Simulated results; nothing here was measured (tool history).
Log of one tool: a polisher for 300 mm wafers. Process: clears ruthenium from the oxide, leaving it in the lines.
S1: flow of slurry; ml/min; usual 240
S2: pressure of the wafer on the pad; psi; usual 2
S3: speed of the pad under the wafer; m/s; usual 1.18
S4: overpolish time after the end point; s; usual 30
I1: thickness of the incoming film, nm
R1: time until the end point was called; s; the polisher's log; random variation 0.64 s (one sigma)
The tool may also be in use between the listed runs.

{"run": 1, "hour": 0.0, "S1": 190, "S2": 2, "S3": 1.18, "S4": 30, "I1": 100.1, "R1": 89.2}
{"hour": 3.7, "done": "slurry nozzle cleaned"}
{"run": 2, "hour": 15.4, "S1": 190, "S2": 2, "S3": 1.18, "S4": 30, "I1": 100.8, "R1": 81.9}
{"run": 3, "hour": 30.9, "S1": 240, "S2": 2, "S3": 1.18, "S4": 30, "I1": 99.8, "R1": 80.5}
{"run": 4, "hour": 47.2, "S1": 240, "S2": 2, "S3": 1.18, "S4": 30, "I1": 99.9, "R1": 81.5}
{"run": 5, "hour": 61.6, "S1": 190, "S2": 2, "S3": 1.18, "S4": 20, "I1": 99.7, "R1": 83.6}
{"run": 6, "hour": 75.5, "S1": 190, "S2": 2, "S3": 1.18, "S4": 20, "I1": 101.1, "R1": 84.4}
{"hour": 99.2, "done": "worn pad replaced by a new one"}
{"run": 7, "hour": 129.3, "S1": 190, "S2": 2, "S3": 1.18, "S4": 20, "I1": 100.7, "R1": 85.8}
{"run": 8, "hour": 138.3, "S1": 240, "S2": 2, "S3": 1.4, "S4": 24, "I1": 99.7, "R1": 71.3}
{"run": 9, "hour": 156.3, "S1": 240, "S2": 2, "S3": 1.4, "S4": 24, "I1": 100.3, "R1": 72.3}
{"run": 10, "hour": 172.2, "S1": 240, "S2": 2, "S3": 1.4, "S4": 24, "I1": 100.2, "R1": 73.5}
{"run": 11, "hour": 184.8, "S1": 240, "S2": 2, "S3": 1.18, "S4": 30, "I1": 100.2, "R1": 83.3}
{"run": 12, "hour": 194.6, "S1": 240, "S2": 2, "S3": 1.52, "S4": 14, "I1": 101, "R1": 68.1}
{"run": 13, "hour": 204.7, "S1": 155, "S2": 1.7, "S3": 1, "S4": 13, "I1": 101.5, "R1": 121.9}
{"run": 14, "hour": 212.1, "S1": 240, "S2": 2, "S3": 0.8, "S4": 30, "I1": 99.6, "R1": 112}
{"run": 15, "hour": 224.5, "S1": 240, "S2": 2, "S3": 1.18, "S4": 30, "I1": 100.6, "R1": 84.2}
{"run": 16, "hour": 241.9, "S1": 240, "S2": 2.4, "S3": 1.18, "S4": 30, "I1": 99.6, "R1": 69.7}
{"run": 17, "hour": 256.7, "S1": 240, "S2": 2, "S3": 1.18, "S4": 30, "I1": 101.2, "R1": 84.8}
{"run": 18, "hour": 270.4, "S1": 275, "S2": 2, "S3": 1.18, "S4": 30, "I1": 100.9, "R1": 83.4}
{"hour": 282.7, "done": "worn pad replaced by a new one"}
{"run": 19, "hour": 284.7, "S1": 265, "S2": 2, "S3": 1.18, "S4": 30, "I1": 100, "R1": 83.6}
{"run": 20, "hour": 302.6, "S1": 200, "S2": 2, "S3": 1.04, "S4": 30, "I1": 100.4, "R1": 96.3}
{"run": 21, "hour": 313.3, "S1": 240, "S2": 2.5, "S3": 1.18, "S4": 30, "I1": 99.3, "R1": 66.4}
{"hour": 327.9, "done": "head pressure recalibrated"}
{"run": 22, "hour": 329.7, "S1": 240, "S2": 2, "S3": 1, "S4": 30, "I1": 101.2, "R1": 97.7}
{"run": 23, "hour": 338.4, "S1": 240, "S2": 2.4, "S3": 1.18, "S4": 30, "I1": 100.1, "R1": 70.1}
{"hour": 344.7, "done": "slurry nozzle cleaned"}
{"run": 24, "hour": 352.0, "S1": 240, "S2": 2, "S3": 1.46, "S4": 30, "I1": 98.1, "R1": 65.2}
{"run": 25, "hour": 366.8, "S1": 270, "S2": 1.3, "S3": 1.58, "S4": 37, "I1": 100.9, "R1": 96.9}
{"run": 26, "hour": 378.9, "S1": 220, "S2": 1.4, "S3": 1.18, "S4": 22, "I1": 99.3, "R1": 116.6}
{"run": 27, "hour": 391.8, "S1": 240, "S2": 2, "S3": 1.18, "S4": 42, "I1": 99.4, "R1": 81.8}
{"run": 28, "hour": 407.2, "S1": 240, "S2": 2, "S3": 1.18, "S4": 30, "I1": 100.9, "R1": 81.8}
{"run": 29, "hour": 416.7, "S1": 240, "S2": 2, "S3": 1.18, "S4": 30, "I1": 98.3, "R1": 79.1}
{"run": 30, "hour": 432.4, "S1": 240, "S2": 2.6, "S3": 1.18, "S4": 39, "I1": 100, "R1": 63}
{"run": 31, "hour": 444.1, "S1": 240, "S2": 2, "S3": 1.18, "S4": 47, "I1": 100, "R1": 83}
{"hour": 452.0, "done": "worn pad replaced by a new one"}
{"run": 32, "hour": 460.2, "S1": 240, "S2": 2, "S3": 1.18, "S4": 30, "I1": 100.1, "R1": 82.4}
{"run": 33, "hour": 468.8, "S1": 240, "S2": 2, "S3": 0.78, "S4": 30, "I1": 98, "R1": 112}
{"run": 34, "hour": 483.4, "S1": 165, "S2": 2.6, "S3": 0.96, "S4": 47, "I1": 100.5, "R1": 78.7}

The next listed run, before its measurement:
{"run": 35, "hour": 496.6, "S1": 240, "S2": 1.5, "S3": 1.18, "S4": 48, "I1": 102, "R1": "?"}

Run 35 gave R1 111.3 s.
Without the tool's hidden state the same run would have given R1 106.5 s.

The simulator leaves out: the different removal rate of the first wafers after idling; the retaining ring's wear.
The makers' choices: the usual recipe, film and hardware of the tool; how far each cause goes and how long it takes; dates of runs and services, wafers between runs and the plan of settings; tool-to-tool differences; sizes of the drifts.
